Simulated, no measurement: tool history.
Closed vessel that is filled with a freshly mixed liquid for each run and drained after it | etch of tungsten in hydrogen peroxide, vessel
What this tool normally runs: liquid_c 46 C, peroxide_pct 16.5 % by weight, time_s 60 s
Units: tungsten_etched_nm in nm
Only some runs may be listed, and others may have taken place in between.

run	day	liquid_c	peroxide_pct	time_s	read-back film thickness of the tungsten reference wafer, read on the same gauge (nm)	tungsten_etched_nm
1	0	46	16.5	60	100	80.94
2	0.588	41.5	16.5	60	99.98	59.83
3	1.225	41.5	16.5	60	100.02	61.18
4	1.904	46	16.5	60	99.96	80.24
5	2.554	46	16.5	60	100	80.01
6	3.8	46	16.5	60	99.98	80.25
7	5.146	40.5	19.5	60	100.01	61.85
8	6.367	40.5	19.5	60	100.02	59.31
9	7.062	46	14	35	99.96	41.44
10	8.071	46	16.5	60	100.03	77.61
11	8.846	46	16.5	60	100.03	77.23
12	10.217	46	13	60	99.98	68.6
13	11.142	46	15	60	100.02	74.96
14	12.342	51.5	21	60	99.97	122.81
15	13.121	52	19	35	100.05	70.6
16	14.129	46	15	70	99.93	86.55
17	15.546	46	20	45	99.99	65.28
18	16.767	46	16.5	60	100.03	78.66
19	17.404	46	16.5	45	100	59.44
20	17.958	40.5	20	35	99.98	36
21	18.933	46	16.5	60	99.99	79.36
22	20.408	56	20.5	40	99.98	106.12
23	20.975	46	13	60	100.03	70.29
24	21.7	46	18.5	60	99.99	83.65
25	22.921	38.5	16.5	30	99.99	24.61
26	24.371	46	16.5	60	100	80.51
27	25.796	46	16.5	60	99.99	79.43
28	26.817	46	16.5	60	99.98	79.7
29	27.383	55.5	12	60	100.01	120.81
30	28.579	43	16.5	80	99.95	88.55

Removed from this log: 4 entries logged between the listed runs. Between which two listed runs does each belong, and how does the tool's hidden state at the listed run before it compare with that at the listed run after it?
From run 7 to run 8: peroxide flow meter replaced (day 5.838); thermometer replaced (day 5.95)
  liquid hotter than its thermometer reads (K): 1.3 -> 0.0577; peroxide flow below the setpoint (%): 6.67 -> 0.676
  what was measured, less what the result would be without the hidden state, tungsten_etched_nm: +2.99 -> +0.03 nm
From run 14 to run 15: new drum of peroxide connected (day 12.983)
  liquid hotter than its thermometer reads (K): 0.275 -> 0.303; peroxide flow below the setpoint (%): 1.48 -> 1.59
  what was measured, less what the result would be without the hidden state, tungsten_etched_nm: +1.08 -> +0.71 nm
From run 15 to run 16: gauge calibrated (day 13.167)
  liquid hotter than its thermometer reads (K): 0.303 -> 0.34; peroxide flow below the setpoint (%): 1.59 -> 1.72
  what was measured, less what the result would be without the hidden state, tungsten_etched_nm: +0.71 -> +1.08 nm

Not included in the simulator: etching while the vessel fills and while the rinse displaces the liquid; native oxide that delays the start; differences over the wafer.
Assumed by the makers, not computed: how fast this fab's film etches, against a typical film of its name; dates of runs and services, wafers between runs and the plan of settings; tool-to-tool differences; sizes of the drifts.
